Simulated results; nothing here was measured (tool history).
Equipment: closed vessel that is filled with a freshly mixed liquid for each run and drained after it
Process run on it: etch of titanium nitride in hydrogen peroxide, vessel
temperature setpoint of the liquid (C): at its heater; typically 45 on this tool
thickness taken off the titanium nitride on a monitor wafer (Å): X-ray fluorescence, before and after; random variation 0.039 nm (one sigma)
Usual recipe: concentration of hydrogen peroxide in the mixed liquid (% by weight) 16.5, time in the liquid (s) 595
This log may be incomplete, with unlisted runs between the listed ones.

| run | hour | temperature setpoint of the liquid (C) | concentration of hydrogen peroxide in the mixed liquid (% by weight) | time in the liquid (s) | wafers since the last listed run | hours since the thermometer was replaced | hours since the peroxide flow meter was replaced | hours since the drum of peroxide was connected | hours since the gauge calibration | read-back film thickness of the titanium nitride reference wafer, read on the same gauge (nm) | thickness taken off the titanium nitride on a monitor wafer (Å) |
|---|---|---|---|---|---|---|---|---|---|---|---|
| 1 | 0 | 42.5 | 16.5 | 595 | 0 | 1484.7 | 732.8 | 904.4 | 587.8 | 40.01 | 79.9 |
| 2 | 9.3 | 42.5 | 16.5 | 595 | 386 | 1494 | 742.1 | 913.7 | 597.1 | 39.97 | 79.7 |
|  | 13.2 | gauge calibrated |
| 3 | 23.2 | 42.5 | 16.5 | 595 | 577 | 1507.9 | 756 | 927.6 | 10 | 39.98 | 80.5 |
| 4 | 40.2 | 45 | 16.5 | 595 | 706 | 1524.9 | 773 | 944.6 | 27 | 40.02 | 96.5 |
| 5 | 46.9 | 45 | 16.5 | 595 | 278 | 1531.6 | 779.7 | 951.3 | 33.7 | 40.03 | 95.9 |
| 6 | 100.9 | 52 | 18.5 | 310 | 2243 | 1585.6 | 833.7 | 1005.3 | 87.7 | 40.04 | 85.7 |
| 7 | 111.5 | 45 | 19.5 | 840 | 440 | 1596.2 | 844.3 | 1015.9 | 98.3 | 39.99 | 141.3 |
| 8 | 122.6 | 51.5 | 16.5 | 825 | 461 | 1607.3 | 855.4 | 1027 | 109.4 | 40 | 214.9 |
| 9 | 131.2 | 45 | 16.5 | 350 | 357 | 1615.9 | 864 | 1035.6 | 118 | 40 | 56.8 |
| 10 | 143.7 | 45 | 16.5 | 725 | 519 | 1628.4 | 876.5 | 1048.1 | 130.5 | 39.98 | 117.3 |
|  | 148 | new drum of peroxide connected |
| 11 | 156.7 | 45 | 16.5 | 725 | 498 | 1641.4 | 889.5 | 8.7 | 143.5 | 39.99 | 117.7 |
| 12 | 169.8 | 45 | 16.5 | 595 | 544 | 1654.5 | 902.6 | 21.8 | 156.6 | 39.99 | 95.7 |
| 13 | 181.7 | 54.5 | 18 | 595 | 494 | 1666.4 | 914.5 | 33.7 | 168.5 | 40.01 | 195.2 |
| 14 | 198.3 | 45 | 21.5 | 365 | 689 | 1683 | 931.1 | 50.3 | 185.1 | 40.01 | 62.5 |
| 15 | 206.1 | 42 | 19.5 | 300 | 324 | 1690.8 | 938.9 | 58.1 | 192.9 | 40.02 | 40.1 |
| 16 | 218.6 | 45 | 16.5 | 845 | 519 | 1703.3 | 951.4 | 70.6 | 205.4 | 40.01 | 136.2 |
|  | 223.5 | thermometer replaced |
| 17 | 235 | 40 | 15 | 885 | 639 | 11.5 | 967.8 | 87 | 221.8 | 39.99 | 95.9 |
|  | 238.6 | peroxide flow meter replaced |
| 18 | 249.8 | 45 | 15 | 595 | 573 | 26.3 | 11.2 | 101.8 | 236.6 | 40.01 | 96.3 |
| 19 | 257.7 | 48 | 20.5 | 595 | 328 | 34.2 | 19.1 | 109.7 | 244.5 | 39.97 | 129.3 |
| 20 | 266.9 | 53 | 19 | 380 | 382 | 43.4 | 28.3 | 118.9 | 253.7 | 39.98 | 115.9 |
| 21 | 296.7 | 36.5 | 19 | 595 | 1237 | 73.2 | 58.1 | 148.7 | 283.5 | 40 | 52.9 |
| 22 | 313.1 | 45 | 19.5 | 840 | 681 | 89.6 | 74.5 | 165.1 | 299.9 | 40.01 | 142.9 |
| 23 | 320.7 | 54 | 20 | 305 | 315 | 97.2 | 82.1 | 172.7 | 307.5 | 39.98 | 100.9 |
| 24 | 327.4 | 38.5 | 21 | 700 | 278 | 103.9 | 88.8 | 179.4 | 314.2 | 40 | 74.2 |
| 25 | 342.7 | 38.5 | 18 | 595 | 635 | 119.2 | 104.1 | 194.7 | 329.5 | 40 | 60.9 |
| 26 | 357.7 | 47.5 | 19.5 | 805 | 623 | 134.2 | 119.1 | 209.7 | 344.5 | 39.99 | 165.3 |
| 27 | 409.7 | 37 | 12 | 330 | 2160 | 186.2 | 171.1 | 261.7 | 396.5 | 39.99 | 27.8 |
| 28 | 425.1 | 45 | 16.5 | 595 | 639 | 201.6 | 186.5 | 277.1 | 411.9 | 40 | 97.7 |

What would each run have given without the hidden state, its run-to-run variation left as it was?
Hidden conditions of the tool in this case: liquid hotter than its thermometer reads (K); peroxide flow below the setpoint (%); peroxide weaker than its label (%); gauge reads high (%).
| run | thickness taken off the titanium nitride on a monitor wafer (Å) |
|---|---|
| 1 | 81.8 |
| 2 | 81.6 |
| 3 | 82.4 |
| 4 | 98.9 |
| 5 | 98.2 |
| 6 | 88 |
| 7 | 145.1 |
| 8 | 220.8 |
| 9 | 58.3 |
| 10 | 120.6 |
| 11 | 121.1 |
| 12 | 98.4 |
| 13 | 200.9 |
| 14 | 64.4 |
| 15 | 41.3 |
| 16 | 140.4 |
| 17 | 98.8 |
| 18 | 96.6 |
| 19 | 129.8 |
| 20 | 116.4 |
| 21 | 53.2 |
| 22 | 143.7 |
| 23 | 101.5 |
| 24 | 74.6 |
| 25 | 61.3 |
| 26 | 166.5 |
| 27 | 28 |
| 28 | 98.6 |
